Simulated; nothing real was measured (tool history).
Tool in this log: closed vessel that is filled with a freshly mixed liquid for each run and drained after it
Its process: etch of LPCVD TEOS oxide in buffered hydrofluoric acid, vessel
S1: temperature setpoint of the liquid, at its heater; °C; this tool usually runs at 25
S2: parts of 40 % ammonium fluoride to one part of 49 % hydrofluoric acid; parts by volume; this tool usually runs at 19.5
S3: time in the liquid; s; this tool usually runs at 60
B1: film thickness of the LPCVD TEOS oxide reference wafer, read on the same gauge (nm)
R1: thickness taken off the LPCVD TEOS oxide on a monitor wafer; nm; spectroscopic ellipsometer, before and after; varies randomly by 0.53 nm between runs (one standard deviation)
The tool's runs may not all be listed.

run     day    S1    S2  S3     B1      R1
  1       0    25  19.5  60  90.04   77.78
  2   1.383    25  19.5  60  90.02   77.92
  3    2.55    25  19.5  60  90.02   78.48
  4   3.821    25  19.5  60  89.97   78.47
  5   5.108    25  19.5  60  89.98   77.75
  6   6.492    25  19.5  60  90.05    79.1
       6.55  -- hydrofluoric acid flow meter replaced
  7   7.067    25    14  60  89.98  110.15
  8   7.721    25    14  60  89.97   110.8
      8.717  -- thermometer replaced
  9   8.754    21    23  70  89.98   59.72
 10   9.517    25  19.5  60  90.02   72.17
      9.775  -- gauge calibrated
 11  10.288    25    23  80  89.97   86.68
 12  11.233    25    14  60  89.96  100.56
 13  12.225  21.5  19.5  60  89.96   60.68
 14  13.046    25    15  60  90.03   96.43
 15  13.558  23.5  19.5  60     90   66.84
 16  14.671    27  23.5  30  89.99   36.26
 17  15.838  22.5  13.5  50  90.03   77.24

What the log doesn't show, run by run:
hydrofluoric acid flow above the setpoint (%): 0 across all the runs
gauge reads high (%): 0 across all the runs
H1: liquid hotter than its thermometer reads (K)
run     H1
  1   1.47
  2   1.54
  3    1.6
  4   1.66
  5   1.72
  6   1.79
  7   1.81
  8   1.84
  9   0.24
 10  0.277
 11  0.313
 12  0.359
 13  0.406
 14  0.446
 15   0.47
 16  0.523
 17  0.579
